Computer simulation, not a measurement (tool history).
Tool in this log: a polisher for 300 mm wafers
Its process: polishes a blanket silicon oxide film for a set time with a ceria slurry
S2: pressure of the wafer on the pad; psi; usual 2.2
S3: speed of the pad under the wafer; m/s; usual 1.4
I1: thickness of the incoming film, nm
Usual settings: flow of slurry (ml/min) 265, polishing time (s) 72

Run 1, hour 0: usual settings; I1 1247.9. Result: film removed (Å) 2684.
Run 2, hour 259.4: usual settings; I1 1236.7. Result: film removed (Å) 2558.
Run 3, hour 334.5: usual settings but S2 2.8 psi, polishing time (s) 81; I1 1227.9. Result: film removed (Å) 3413.
Run 4, hour 380: usual settings but flow of slurry (ml/min) 235, S2 2 psi; I1 1242.2. Result: film removed (Å) 2304.
Run 5, hour 418.8: usual settings but flow of slurry (ml/min) 235, S2 2 psi; I1 1226.9. Result: film removed (Å) 2284.
Run 6, hour 511.1: usual settings but flow of slurry (ml/min) 235, S2 2 psi; I1 1239. Result: film removed (Å) 2345.
Run 7, hour 580.1: usual settings; I1 1245.1. Result: film removed (Å) 2730.
Run 8, hour 673.5: usual settings; I1 1238.8. Result: film removed (Å) 2704.
Run 9, hour 746: usual settings; I1 1265. Result: film removed (Å) 2596.
Run 10, hour 812.2: usual settings but polishing time (s) 85; I1 1253.6. Result: film removed (Å) 3050.
Run 11, hour 913.7: usual settings but polishing time (s) 85; I1 1215.2. Result: film removed (Å) 3076.
Run 12, hour 1019.8: usual settings but polishing time (s) 58; I1 1227.1. Result: film removed (Å) 2064.
Run 13, hour 1120.5: usual settings but polishing time (s) 58; I1 1256.7. Result: film removed (Å) 2067.
Run 14, hour 1201.9: usual settings but polishing time (s) 58; I1 1248.7. Result: film removed (Å) 2048.
Run 15, hour 1263.8: usual settings but flow of slurry (ml/min) 325, S2 2 psi; I1 1229.4. Result: film removed (Å) 2495.
Run 16, hour 1333.2: usual settings but flow of slurry (ml/min) 325, S2 2 psi; I1 1221.2. Result: film removed (Å) 2590.
Run 17, hour 1375.3: usual settings but flow of slurry (ml/min) 325, S2 2 psi; I1 1248.1. Result: film removed (Å) 2609.
Run 18, hour 1449: usual settings but flow of slurry (ml/min) 330; I1 1243. Result: film removed (Å) 2672.
Run 19, hour 1510.3: usual settings but flow of slurry (ml/min) 210, S2 1.6 psi, S3 0.96 m/s, polishing time (s) 83; I1 1241.4. Result: film removed (Å) 1651.
Run 20, hour 1548.1: usual settings but flow of slurry (ml/min) 205, S3 1.02 m/s; I1 1245.6. Result: film removed (Å) 1884.
Run 21, hour 1647.8: usual settings but flow of slurry (ml/min) 200, S3 1.72 m/s; I1 1242.8. Result: film removed (Å) 2950.
Run 22, hour 1705.7: usual settings but S2 2.6 psi; I1 1244.2. Result: film removed (Å) 2912.
Run 23, hour 1803.1: usual settings but S3 1.12 m/s; I1 1229.1. Result: film removed (Å) 2066.
Run 24, hour 1841.8: usual settings but flow of slurry (ml/min) 335, S2 2.8 psi, S3 1.08 m/s; I1 1253.4. Result: film removed (Å) 2511.
Run 25, hour 1881.4: usual settings; I1 1225. Result: film removed (Å) 2579.
Run 26, hour 1968.3: usual settings but flow of slurry (ml/min) 235, S2 2 psi; I1 1248.7. Result: film removed (Å) 2323.
Run 27, hour 2071: usual settings but flow of slurry (ml/min) 305, S3 1.82 m/s; I1 1264. Result: film removed (Å) 3604.
Run 28, hour 2169.5: usual settings but S3 1.1 m/s; I1 1221.1. Result: film removed (Å) 2155.
Run 29, hour 2230: usual settings but flow of slurry (ml/min) 290, S2 2.9 psi, S3 1.82 m/s, polishing time (s) 50; I1 1242.2. Result: film removed (Å) 2928.
Run 30, hour 2335.5: usual settings but flow of slurry (ml/min) 305; I1 1246.5. Result: film removed (Å) 2674.
Run 31, hour 2442.2: usual settings but flow of slurry (ml/min) 315, S2 1.8 psi, S3 1.82 m/s; I1 1250.7. Result: film removed (Å) 2962.
Run 32, hour 2652.2: usual settings but flow of slurry (ml/min) 205, S3 1.02 m/s; I1 1233.2. Result: film removed (Å) 1785.
Run 33, hour 2759.5: usual settings but polishing time (s) 53; I1 1253.5. Result: film removed (Å) 1986.
Run 34, hour 2819: usual settings but flow of slurry (ml/min) 185, S3 1.64 m/s, polishing time (s) 86; I1 1243.9. Result: film removed (Å) 3518.
Run 35, hour 2904.5: usual settings; I1 1235.4. Result: film removed (Å) 2636.
Run 36, hour 2984.1: usual settings; I1 1243.2. Result: film removed (Å) 2639.
Run 37, hour 3033.8: usual settings but S2 2.9 psi; I1 1244.3. Result: film removed (Å) 3148.

Between the runs listed above, the log contained 13 entries, not reproduced here. Where in the sequence does each belong, and how does what the log doesn't record of the tool's condition differ from the listed run before to the listed run after?
Run 1 -> run 2: head pressure recalibrated (hour 154.1)
  slurry flow missing at the pad, %: 28.2 -> 39.2
  measured minus no-state result, film removed (Å): -122 -> -199
Run 5 -> run 6: worn pad replaced by a new one (hour 498.3)
  slurry flow missing at the pad, %: 42 -> 42.9
  measured minus no-state result, film removed (Å): -230 -> -246
Run 6 -> run 7: slurry nozzle cleaned (hour 527.2)
  slurry flow missing at the pad, %: 42.9 -> 9.56
  measured minus no-state result, film removed (Å): -246 -> -32
Run 11 -> run 12: head pressure recalibrated (hour 1003.7)
  slurry flow missing at the pad, %: 35 -> 38
  measured minus no-state result, film removed (Å): -197 -> -151
Run 12 -> run 13: worn pad replaced by a new one (hour 1062.2)
  slurry flow missing at the pad, %: 38 -> 39.8
  measured minus no-state result, film removed (Å): -151 -> -165
Run 15 -> run 16: slurry nozzle cleaned (hour 1279)
  slurry flow missing at the pad, %: 41.4 -> 12.6
  measured minus no-state result, film removed (Å): -172 -> -34
Run 21 -> run 22: worn pad replaced by a new one (hour 1656.1)
  slurry flow missing at the pad, %: 37.2 -> 39.2
  measured minus no-state result, film removed (Å): -284 -> -226
Run 25 -> run 26: head pressure recalibrated (hour 1932.1)
  slurry flow missing at the pad, %: 42.8 -> 43.8
  measured minus no-state result, film removed (Å): -236 -> -254
Run 26 -> run 27: slurry nozzle cleaned (hour 2041.6)
  slurry flow missing at the pad, %: 43.8 -> 5.79
  measured minus no-state result, film removed (Å): -254 -> -22
Run 29 -> run 30: worn pad replaced by a new one (hour 2332)
  slurry flow missing at the pad, %: 23.9 -> 30.8
  measured minus no-state result, film removed (Å): -97 -> -120
Run 32 -> run 33: slurry nozzle cleaned (hour 2751.4)
  slurry flow missing at the pad, %: 39.8 -> 5.4
  measured minus no-state result, film removed (Å): -188 -> -13
Run 33 -> run 34: head pressure recalibrated (hour 2807.5)
  slurry flow missing at the pad, %: 5.4 -> 14.4
  measured minus no-state result, film removed (Å): -13 -> -98
Run 35 -> run 36: worn pad replaced by a new one (hour 2983.6)
  slurry flow missing at the pad, %: 24 -> 30.3
  measured minus no-state result, film removed (Å): -96 -> -134

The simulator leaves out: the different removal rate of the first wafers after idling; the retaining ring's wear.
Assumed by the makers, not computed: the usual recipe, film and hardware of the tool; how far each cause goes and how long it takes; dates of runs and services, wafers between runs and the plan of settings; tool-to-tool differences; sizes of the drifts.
